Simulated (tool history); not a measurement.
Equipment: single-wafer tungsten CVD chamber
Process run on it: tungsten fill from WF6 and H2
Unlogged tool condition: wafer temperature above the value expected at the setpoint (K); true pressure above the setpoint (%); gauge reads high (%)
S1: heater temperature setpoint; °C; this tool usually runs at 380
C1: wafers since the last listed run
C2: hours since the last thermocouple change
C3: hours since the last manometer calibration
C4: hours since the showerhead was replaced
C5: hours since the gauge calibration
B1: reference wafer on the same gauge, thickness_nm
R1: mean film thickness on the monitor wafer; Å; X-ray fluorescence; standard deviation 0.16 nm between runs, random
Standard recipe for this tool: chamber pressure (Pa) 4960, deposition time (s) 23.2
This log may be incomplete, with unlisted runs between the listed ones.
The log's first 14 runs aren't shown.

run 15 hour=190 | S1=380 chamber_pressure_(Pa)=4960 deposition_time_(s)=23.2 | C1=339 C2=2313.7 C3=2372.7 C4=48.6 C5=16.4 | B1=54.459 | R1=525.23
-- hour=201.8 thermocouple changed; heater temperature recalibrated
run 16 hour=207 | S1=380 chamber_pressure_(Pa)=4960 deposition_time_(s)=23.2 | C1=193 C2=5.2 C3=2389.7 C4=65.6 C5=33.4 | B1=54.474 | R1=493.8
-- hour=217.9 capacitance manometer re-zeroed and calibrated
run 17 hour=250.6 | S1=386 chamber_pressure_(Pa)=5506 deposition_time_(s)=23.2 | C1=765 C2=48.8 C3=32.7 C4=109.2 C5=77 | B1=54.478 | R1=591.97
run 18 hour=262.3 | S1=380 chamber_pressure_(Pa)=4960 deposition_time_(s)=23.2 | C1=251 C2=60.5 C3=44.4 C4=120.9 C5=88.7 | B1=54.484 | R1=490.08
run 19 hour=269.9 | S1=366 chamber_pressure_(Pa)=4960 deposition_time_(s)=21.3 | C1=163 C2=68.1 C3=52 C4=128.5 C5=96.3 | B1=54.469 | R1=323.71
run 20 hour=279.6 | S1=380 chamber_pressure_(Pa)=4960 deposition_time_(s)=23.2 | C1=208 C2=77.8 C3=61.7 C4=138.2 C5=106 | B1=54.415 | R1=491.57
run 21 hour=290.1 | S1=392 chamber_pressure_(Pa)=3960 deposition_time_(s)=19 | C1=225 C2=88.3 C3=72.2 C4=148.7 C5=116.5 | B1=54.486 | R1=476.45
run 22 hour=299.3 | S1=371 chamber_pressure_(Pa)=4040 deposition_time_(s)=23.2 | C1=197 C2=97.5 C3=81.4 C4=157.9 C5=125.7 | B1=54.472 | R1=363.16
run 23 hour=350.7 | S1=380 chamber_pressure_(Pa)=4960 deposition_time_(s)=23.2 | C1=1105 C2=148.9 C3=132.8 C4=209.3 C5=177.1 | B1=54.421 | R1=495.33
run 24 hour=362.2 | S1=380 chamber_pressure_(Pa)=4960 deposition_time_(s)=23.2 | C1=247 C2=160.4 C3=144.3 C4=220.8 C5=188.6 | B1=54.473 | R1=493.68
run 25 hour=373.2 | S1=368 chamber_pressure_(Pa)=4960 deposition_time_(s)=24.8 | C1=236 C2=171.4 C3=155.3 C4=231.8 C5=199.6 | B1=54.501 | R1=395.07
run 26 hour=379.3 | S1=380 chamber_pressure_(Pa)=4960 deposition_time_(s)=25.4 | C1=131 C2=177.5 C3=161.4 C4=237.9 C5=205.7 | B1=54.455 | R1=542.18
run 27 hour=395.8 | S1=374 chamber_pressure_(Pa)=5280 deposition_time_(s)=19.3 | C1=354 C2=194 C3=177.9 C4=254.4 C5=222.2 | B1=54.474 | R1=367.17
run 28 hour=401.8 | S1=367 chamber_pressure_(Pa)=4613 deposition_time_(s)=21.8 | C1=129 C2=200 C3=183.9 C4=260.4 C5=228.2 | B1=54.51 | R1=329.76
run 29 hour=412.5 | S1=366 chamber_pressure_(Pa)=4960 deposition_time_(s)=24.4 | C1=230 C2=210.7 C3=194.6 C4=271.1 C5=238.9 | B1=54.511 | R1=370.13
run 30 hour=422.4 | S1=390 chamber_pressure_(Pa)=4960 deposition_time_(s)=23.2 | C1=212 C2=220.6 C3=204.5 C4=281 C5=248.8 | B1=54.559 | R1=618.14
run 31 hour=437.1 | S1=386 chamber_pressure_(Pa)=4440 deposition_time_(s)=27.8 | C1=316 C2=235.3 C3=219.2 C4=295.7 C5=263.5 | B1=54.429 | R1=645.91
run 32 hour=447.9 | S1=380 chamber_pressure_(Pa)=4960 deposition_time_(s)=23.2 | C1=232 C2=246.1 C3=230 C4=306.5 C5=274.3 | B1=54.479 | R1=491.17
run 33 hour=457.6 | S1=369 chamber_pressure_(Pa)=3960 deposition_time_(s)=23.2 | C1=208 C2=255.8 C3=239.7 C4=316.2 C5=284 | B1=54.464 | R1=342.79

Alternative continuations, all from the tool just after run 33; predict every row:
run A hour=458 | S1=380 chamber_pressure_(Pa)=4960 deposition_time_(s)=23.2 | C1=8 C2=256.2 C3=240.1 C4=316.6 C5=284.4 | B1=? | R1=?
run B hour=458 | S1=369 chamber_pressure_(Pa)=6013 deposition_time_(s)=25.9 | C1=8 C2=256.2 C3=240.1 C4=316.6 C5=284.4 | B1=? | R1=?
run C hour=458 | S1=380 chamber_pressure_(Pa)=4960 deposition_time_(s)=27.2 | C1=8 C2=256.2 C3=240.1 C4=316.6 C5=284.4 | B1=? | R1=?
run D hour=458 | S1=394 chamber_pressure_(Pa)=5666 deposition_time_(s)=23.2 | C1=8 C2=256.2 C3=240.1 C4=316.6 C5=284.4 | B1=? | R1=?
run E hour=458 | S1=375 chamber_pressure_(Pa)=5880 deposition_time_(s)=20.6 | C1=8 C2=256.2 C3=240.1 C4=316.6 C5=284.4 | B1=? | R1=?

run=A B1=54.407 R1=494.94
run=B B1=54.407 R1=464.58
run=C B1=54.407 R1=580.67
run=D B1=54.407 R1=717.09
run=E B1=54.407 R1=422.01
What these runs would have given with no unlogged condition in the tool:
run=A R1=489.34
run=B R1=458.97
run=C R1=574.09
run=D R1=709.53
run=E R1=417.09
